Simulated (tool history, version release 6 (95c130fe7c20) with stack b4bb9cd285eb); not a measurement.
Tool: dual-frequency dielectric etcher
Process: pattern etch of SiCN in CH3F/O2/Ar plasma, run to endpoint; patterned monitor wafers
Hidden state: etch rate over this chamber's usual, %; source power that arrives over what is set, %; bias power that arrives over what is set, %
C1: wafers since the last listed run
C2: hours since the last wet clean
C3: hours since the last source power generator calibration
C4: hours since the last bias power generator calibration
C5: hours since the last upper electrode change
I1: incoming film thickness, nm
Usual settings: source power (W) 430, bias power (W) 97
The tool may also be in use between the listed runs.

Run 1, day 0: usual settings; C1 0; C2 351.2; C3 1772.9; C4 1528.2; C5 5244.3; I1 6.06. Result: endpoint time (s) 14.
At day 1.629: wet clean of the chamber.
Run 2, day 2.762: usual settings; C1 548; C2 27.2; C3 1839.2; C4 1594.5; C5 5310.6; I1 6.12. Result: endpoint time (s) 14.
Run 3, day 4.912: usual settings; C1 669; C2 78.8; C3 1890.8; C4 1646.1; C5 5362.2; I1 6.14. Result: endpoint time (s) 14.1.
Run 4, day 6.029: usual settings; C1 347; C2 105.6; C3 1917.6; C4 1672.9; C5 5389; I1 6.09. Result: endpoint time (s) 14.
Run 5, day 7.362: usual settings; C1 415; C2 137.6; C3 1949.6; C4 1704.9; C5 5421; I1 6.1. Result: endpoint time (s) 14.
Run 6, day 9.95: usual settings but source power (W) 400, bias power (W) 114; C1 805; C2 199.7; C3 2011.7; C4 1767; C5 5483.1; I1 6.14. Result: endpoint time (s) 13.7.
Run 7, day 11.683: usual settings but source power (W) 400, bias power (W) 114; C1 539; C2 241.3; C3 2053.3; C4 1808.6; C5 5524.7; I1 6.09. Result: endpoint time (s) 13.6.
Run 8, day 12.767: usual settings but source power (W) 400, bias power (W) 114; C1 337; C2 267.3; C3 2079.3; C4 1834.6; C5 5550.7; I1 6.11. Result: endpoint time (s) 13.5.
Run 9, day 14.767: usual settings but bias power (W) 110; C1 622; C2 315.3; C3 2127.3; C4 1882.6; C5 5598.7; I1 6.13. Result: endpoint time (s) 13.5.
At day 15.571: source power generator calibrated.
At day 16.496: upper electrode replaced.
At day 18.158: wet clean of the chamber.
Run 10, day 18.179: usual settings but bias power (W) 110; C1 411; C2 0.5; C3 62.6; C4 1964.5; C5 40.4; I1 6.12. Result: endpoint time (s) 13.1.
Run 11, day 19.792: usual settings but bias power (W) 110; C1 502; C2 39.2; C3 101.3; C4 2003.2; C5 79.1; I1 6.1. Result: endpoint time (s) 13.1.
Run 12, day 20.867: usual settings but source power (W) 470, bias power (W) 103; C1 334; C2 65; C3 127.1; C4 2029; C5 104.9; I1 6.06. Result: endpoint time (s) 12.9.
At day 21.542: bias power generator calibrated.
Run 13, day 23.096: usual settings but source power (W) 460; C1 642; C2 118.5; C3 180.6; C4 37.3; C5 158.4; I1 6.08. Result: endpoint time (s) 13.6.
Run 14, day 25.825: usual settings but source power (W) 390, bias power (W) 118; C1 849; C2 184; C3 246.1; C4 102.8; C5 223.9; I1 6.09. Result: endpoint time (s) 13.5.
Run 15, day 27.758: usual settings; C1 602; C2 230.4; C3 292.5; C4 149.2; C5 270.3; I1 6.05. Result: endpoint time (s) 14.
Run 16, day 31.35: usual settings but source power (W) 510; C1 1118; C2 316.6; C3 378.7; C4 235.4; C5 356.5; I1 6.04. Result: endpoint time (s) 13.
Run 17, day 32.821: usual settings but source power (W) 520; C1 458; C2 351.9; C3 414; C4 270.7; C5 391.8; I1 6.07. Result: endpoint time (s) 13.1.
At day 34.833: wet clean of the chamber.
Run 18, day 35.4: usual settings; C1 491; C2 13.6; C3 475.9; C4 332.6; C5 453.7; I1 6.06. Result: endpoint time (s) 14.
Run 19, day 41.483: usual settings but source power (W) 320, bias power (W) 119; C1 1894; C2 159.6; C3 621.9; C4 478.6; C5 599.7; I1 6.03. Result: endpoint time (s) 14.4.
Run 20, day 43.271: usual settings but source power (W) 510, bias power (W) 86; C1 556; C2 202.5; C3 664.8; C4 521.5; C5 642.6; I1 6.05. Result: endpoint time (s) 13.6.
Run 21, day 48.212: usual settings; C1 1539; C2 321.1; C3 783.4; C4 640.1; C5 761.2; I1 6.18. Result: endpoint time (s) 14.4.
Run 22, day 49.35: usual settings but bias power (W) 114; C1 354; C2 348.4; C3 810.7; C4 667.4; C5 788.5; I1 6.07. Result: endpoint time (s) 13.2.
At day 52: wet clean of the chamber.
Run 23, day 52.021: usual settings but bias power (W) 120; C1 520; C2 0.5; C3 874.8; C4 731.5; C5 852.6; I1 6.13. Result: endpoint time (s) 13.1.

What the log doesn't show, run by run:
etch rate over this chamber's usual, %: 0 in every run
H1: source power that arrives over what is set, %
H2: bias power that arrives over what is set, %
run       H1       H2
  1    -3.37     3.17
  2    -3.51     3.46
  3    -3.61     3.69
  4    -3.66     3.81
  5    -3.73     3.96
  6    -3.85     4.26
  7    -3.93     4.46
  8    -3.98     4.59
  9    -4.08     4.84
 10   0.0637     5.27
 11  -0.0131     5.49
 12  -0.0643     5.63
 13    -0.17   -0.356
 14     -0.3   -0.343
 15   -0.392   -0.327
 16   -0.563   -0.281
 17   -0.633   -0.256
 18   -0.756   -0.205
 19    -1.05  -0.0412
 20    -1.13   0.0181
 21    -1.37    0.208
 22    -1.42    0.258
 23    -1.55    0.381
